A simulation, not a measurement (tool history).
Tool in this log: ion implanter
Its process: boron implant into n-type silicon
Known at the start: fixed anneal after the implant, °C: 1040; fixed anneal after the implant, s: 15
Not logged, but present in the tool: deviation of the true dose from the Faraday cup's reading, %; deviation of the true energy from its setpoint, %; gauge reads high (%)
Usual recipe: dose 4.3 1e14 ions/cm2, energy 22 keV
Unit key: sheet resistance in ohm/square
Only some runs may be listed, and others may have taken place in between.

run    hour  dose  energy  wafers since the last listed run  hours since the last dose calibration  hours since the extraction supply was calibrated  hours since the gauge calibration  read-back reference wafer on the same gauge, sheet resistance  sheet resistance
  1       0   4.3      22                                 0                                  313.8                                              1482                              564.1                                                         215.04            242.69
  2    55.4   4.3      22                              1099                                  369.2                                            1537.4                              619.5                                                         215.23            245.91
  3   113.6  3.97      22                              1155                                  427.4                                            1595.6                              677.7                                                         214.87            259.09
  4   171.7  4.61      20                              1153                                  485.5                                            1653.7                              735.8                                                         214.69            236.08
  5   211.5   4.3    25.5                               789                                  525.3                                            1693.5                              775.6                                                         214.79            241.93
  6   248.7   4.3    25.5                               738                                  562.5                                            1730.7                              812.8                                                         215.06            242.18
  7   274.6   4.3      22                               514                                  588.4                                            1756.6                              838.7                                                         215.19            246.12
  8   302.2   4.3      22                               547                                    616                                            1784.2                              866.3                                                         214.85            247.95
  9   341.2   4.3      22                               774                                    655                                            1823.2                              905.3                                                         214.88            244.86
 10   391.9   4.3      22                              1006                                  705.7                                            1873.9                                956                                                         214.66            245.77
 11   589.5   4.3      22                              3921                                  903.3                                            2071.5                             1153.6                                                         214.61            252.04
      611.3  -- Faraday cup replaced and dose calibrated
 12   635.1   4.3      22                               746                                   23.8                                            2117.1                             1199.2                                                          214.9            240.43
 13   665.6  3.06      17                               605                                   54.3                                            2147.6                             1229.7                                                         215.19            327.84
      704.8  -- gauge calibrated
 14   712.5   4.3      22                               930                                  101.2                                            2194.5                                7.7                                                         214.88            241.35
 15   739.6  3.47    18.5                               537                                  128.3                                            2221.6                               34.8                                                         214.81            293.37
      769.9  -- extraction supply calibrated
 16   799.3  3.16      22                              1026                                    188                                              29.4                               94.5                                                         214.98            309.32
 17     870  5.05      27                              1403                                  258.7                                             100.1                              165.2                                                         214.93            206.38
 18   931.9   4.3      22                              1228                                  320.6                                               162                              227.1                                                         215.07            243.89
 19   984.2  4.71      27                              1038                                  372.9                                             214.3                              279.4                                                         214.87            222.74
 20  1041.1   5.3    25.5                              1129                                  429.8                                             271.2                              336.3                                                         215.15            203.11
 21  1085.8   4.3    27.5                               887                                  474.5                                             315.9                                381                                                         215.01            238.66
 22  1146.4  4.71    17.5                              1202                                  535.1                                             376.5                              441.6                                                         215.13            232.35
 23  1187.2   4.3      22                               809                                  575.9                                             417.3                              482.4                                                         214.89            248.12
 24  1218.8   4.3      15                               627                                  607.5                                             448.9                                514                                                          214.8            256.01
 25  1288.8  3.38      22                              1389                                  677.5                                             518.9                                584                                                         215.08            299.87

Consider 5 possible next runs. They are alternatives, not a sequence: every one starts from the tool as it was left by run 25. What does each give?
  A  1289.2   4.3      22                                 7                                  677.9                                             519.3                              584.4                                                              ?                 ?
  B  1289.2   3.8      28                                 7                                  677.9                                             519.3                              584.4                                                              ?                 ?
  C  1289.2  5.51    18.5                                 7                                  677.9                                             519.3                              584.4                                                              ?                 ?
  D  1289.2  5.28      29                                 7                                  677.9                                             519.3                              584.4                                                              ?                 ?
  E  1289.2  4.94      20                                 7                                  677.9                                             519.3                              584.4                                                              ?                 ?

run  read-back reference wafer on the same gauge, sheet resistance  sheet resistance
  A                                                         214.61            247.39
  B                                                         214.61            266.56
  C                                                         214.61            205.57
  D                                                         214.61            202.48
  E                                                         214.61            223.15
Stripped of hidden state, with their random variation kept, the same runs would have yielded:
run  sheet resistance
  A            240.25
  B            258.85
  C            199.48
  D            196.54
  E            216.64
